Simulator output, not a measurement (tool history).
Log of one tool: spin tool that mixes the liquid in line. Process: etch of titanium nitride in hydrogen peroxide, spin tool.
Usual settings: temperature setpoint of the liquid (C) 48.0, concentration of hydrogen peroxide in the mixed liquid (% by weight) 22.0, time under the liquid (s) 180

run     day  temperature setpoint of the liquid (C)  concentration of hydrogen peroxide in the mixed liquid (% by weight)  time under the liquid (s)  wafers since the last listed run  hours since the thermometer was replaced  hours since the peroxide flow meter was replaced  hours since the heated supply line was repaired  hours since the drum of peroxide was connected  hours since the gauge calibration  read-back film thickness of the titanium nitride reference wafer, read on the same gauge (nm)  thickness taken off the titanium nitride on a monitor wafer (Å)
  1   0.000                                    48.0                                                                  22.0                        100                                 0                                     589.6                                            2146.1                                           2408.5                                           895.5                             1052.9                                                                                          30.01                                                             42.8
  2   2.517                                    48.0                                                                  22.0                        100                               407                                     650.0                                            2206.5                                           2468.9                                           955.9                             1113.3                                                                                          30.01                                                             42.5
      3.171  -- peroxide flow meter replaced
  3   4.346                                    48.0                                                                  22.0                        180                               289                                     693.9                                              28.2                                           2512.8                                           999.8                             1157.2                                                                                          29.99                                                             76.3
      5.567  -- new drum of peroxide connected
  4   6.204                                    48.0                                                                  22.0                        180                               294                                     738.5                                              72.8                                           2557.4                                            15.3                             1201.8                                                                                          30.01                                                             76.6
  5   7.883                                    48.0                                                                  22.0                        180                               272                                     778.8                                             113.1                                           2597.7                                            55.6                             1242.1                                                                                          30.01                                                             77.0
      8.567  -- heated supply line repaired
  6   9.138                                    48.0                                                                  22.0                        100                               196                                     808.9                                             143.2                                             13.7                                            85.7                             1272.2                                                                                          30.00                                                             40.3
      9.729  -- thermometer replaced
  7  10.854                                    48.0                                                                  22.0                        180                               271                                      27.0                                             184.4                                             54.9                                           126.9                             1313.4                                                                                          29.99                                                             73.0
  8  13.021                                    44.5                                                                  27.5                         95                               350                                      79.0                                             236.4                                            106.9                                           178.9                             1365.4                                                                                          30.01                                                             30.5
  9  15.525                                    48.0                                                                  22.0                        180                               405                                     139.1                                             296.5                                            167.0                                           239.0                             1425.5                                                                                          29.99                                                             72.4
 10  17.517                                    43.0                                                                  28.5                        180                               322                                     186.9                                             344.3                                            214.8                                           286.8                             1473.3                                                                                          30.00                                                             51.8
 11  20.329                                    48.0                                                                  22.0                        265                               455                                     254.4                                             411.8                                            282.3                                           354.3                             1540.8                                                                                          30.00                                                            106.8
 12  21.850                                    39.0                                                                  22.0                        180                               246                                     290.9                                             448.3                                            318.8                                           390.8                             1577.3                                                                                          30.02                                                             35.7
     22.133  -- gauge calibrated
 13  22.929                                    48.0                                                                  22.0                        180                               174                                     316.8                                             474.2                                            344.7                                           416.7                               19.1                                                                                          30.00                                                             71.7
 14  25.042                                    48.0                                                                  16.5                         75                               342                                     367.5                                             524.9                                            395.4                                           467.4                               69.8                                                                                          30.00                                                             27.5
 15  26.479                                    48.0                                                                  22.0                        125                               232                                     402.0                                             559.4                                            429.9                                           501.9                              104.3                                                                                          29.98                                                             49.2
     27.846  -- heated supply line repaired, repeated, since the last time left the tool worse
 16  28.292                                    39.0                                                                  18.0                        120                               286                                     445.5                                             602.9                                             10.7                                           545.4                              147.8                                                                                          30.00                                                             27.0
 17  30.000                                    52.5                                                                  24.0                        180                               276                                     486.5                                             643.9                                             51.7                                           586.4                              188.8                                                                                          30.00                                                            119.4
 18  33.208                                    48.0                                                                  16.5                        280                               519                                     563.5                                             720.9                                            128.7                                           663.4                              265.8                                                                                          29.99                                                            122.7
 19  35.225                                    51.0                                                                  18.5                        105                               326                                     611.9                                             769.3                                            177.1                                           711.8                              314.2                                                                                          29.99                                                             58.5
 20  41.842                                    56.0                                                                  18.0                         80                              1071                                     770.7                                             928.1                                            335.9                                           870.6                              473.0                                                                                          30.00                                                             62.5
     44.412  -- new drum of peroxide connected
 21  44.767                                    52.0                                                                  22.0                         80                               467                                     840.9                                             998.3                                            406.1                                             8.5                              543.2                                                                                          30.01                                                             49.6
     46.154  -- thermometer replaced
 22  46.258                                    38.5                                                                  22.0                        180                               234                                       2.5                                            1034.1                                            441.9                                            44.3                              579.0                                                                                          30.01                                                             40.2
 23  47.925                                    55.5                                                                  25.0                        120                               269                                      42.5                                            1074.1                                            481.9                                            84.3                              619.0                                                                                          30.01                                                             96.4
 24  49.654                                    38.5                                                                  22.0                        180                               280                                      84.0                                            1115.6                                            523.4                                           125.8                              660.5                                                                                          30.01                                                             40.4
 25  52.600                                    48.0                                                                  24.0                        120                               477                                     154.7                                            1186.3                                            594.1                                           196.5                              731.2                                                                                          30.00                                                             55.8
 26  53.888                                    48.0                                                                  22.0                        180                               208                                     185.6                                            1217.2                                            625.0                                           227.4                              762.1                                                                                          30.01                                                             81.4

3 ways to go on from here, each from the tool as it stands after run 26. What would each give?
  A  53.908                                    48.0                                                                  22.0                        180                                 3                                     186.1                                            1217.7                                            625.5                                           227.9                              762.6                                                                                              ?                                                                ?
  B  53.908                                    56.0                                                                  22.0                        135                                 3                                     186.1                                            1217.7                                            625.5                                           227.9                              762.6                                                                                              ?                                                                ?
  C  53.908                                    43.0                                                                  26.5                        245                                 3                                     186.1                                            1217.7                                            625.5                                           227.9                              762.6                                                                                              ?                                                                ?

run  read-back film thickness of the titanium nitride reference wafer, read on the same gauge (nm)  thickness taken off the titanium nitride on a monitor wafer (Å)
  A                                                                                          30.02                                                             82.4
  B                                                                                          30.02                                                            109.6
  C                                                                                          30.02                                                             80.5
Without the tool's hidden state the same runs would have given:
run  thickness taken off the titanium nitride on a monitor wafer (Å)
  A                                                             84.5
  B                                                            112.2
  C                                                             82.6

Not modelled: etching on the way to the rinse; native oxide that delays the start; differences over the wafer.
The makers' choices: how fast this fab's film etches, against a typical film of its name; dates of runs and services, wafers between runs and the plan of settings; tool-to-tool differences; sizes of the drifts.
